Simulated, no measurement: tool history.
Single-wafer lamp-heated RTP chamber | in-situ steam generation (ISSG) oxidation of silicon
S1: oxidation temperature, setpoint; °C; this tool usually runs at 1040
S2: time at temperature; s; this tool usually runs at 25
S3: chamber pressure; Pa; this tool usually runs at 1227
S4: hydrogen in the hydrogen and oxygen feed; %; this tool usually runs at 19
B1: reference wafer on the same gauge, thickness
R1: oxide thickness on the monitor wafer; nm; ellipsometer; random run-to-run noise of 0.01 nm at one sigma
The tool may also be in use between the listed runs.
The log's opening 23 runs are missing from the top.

run,hour,S1,S2,S3,S4,B1,R1
24,546.3,1050,25,1227,19,7.11,7.335
25,570.5,1040,31,1307,19,7.111,7.719
26,596.8,1048,25,1280,19,7.108,7.244
27,627.9,1040,25,1227,19,7.109,6.955
28,663.4,1040,25,1173,19,7.109,7.026
29,682.4,1027,31,1307,11,7.11,6.524
30,694.5,1045,25,1227,11,7.109,6.427
31,725.2,1040,25,1227,19,7.11,7.021

Forecast each of these 4 alternatives for the next run:
A,725.6,1040,29,1227,19,?,?
B,725.6,1040,25,1307,19,?,?
C,725.6,1021,22,1333,29,?,?
D,725.6,1060,25,1227,19,?,?

run,B1,R1
A,7.109,7.575
B,7.109,6.936
C,7.109,6.423
D,7.109,7.847
The same runs, with their run-to-run variation unchanged, on a tool lacking any hidden condition would have given:
run,R1
A,7.446
B,6.821
C,6.329
D,7.704

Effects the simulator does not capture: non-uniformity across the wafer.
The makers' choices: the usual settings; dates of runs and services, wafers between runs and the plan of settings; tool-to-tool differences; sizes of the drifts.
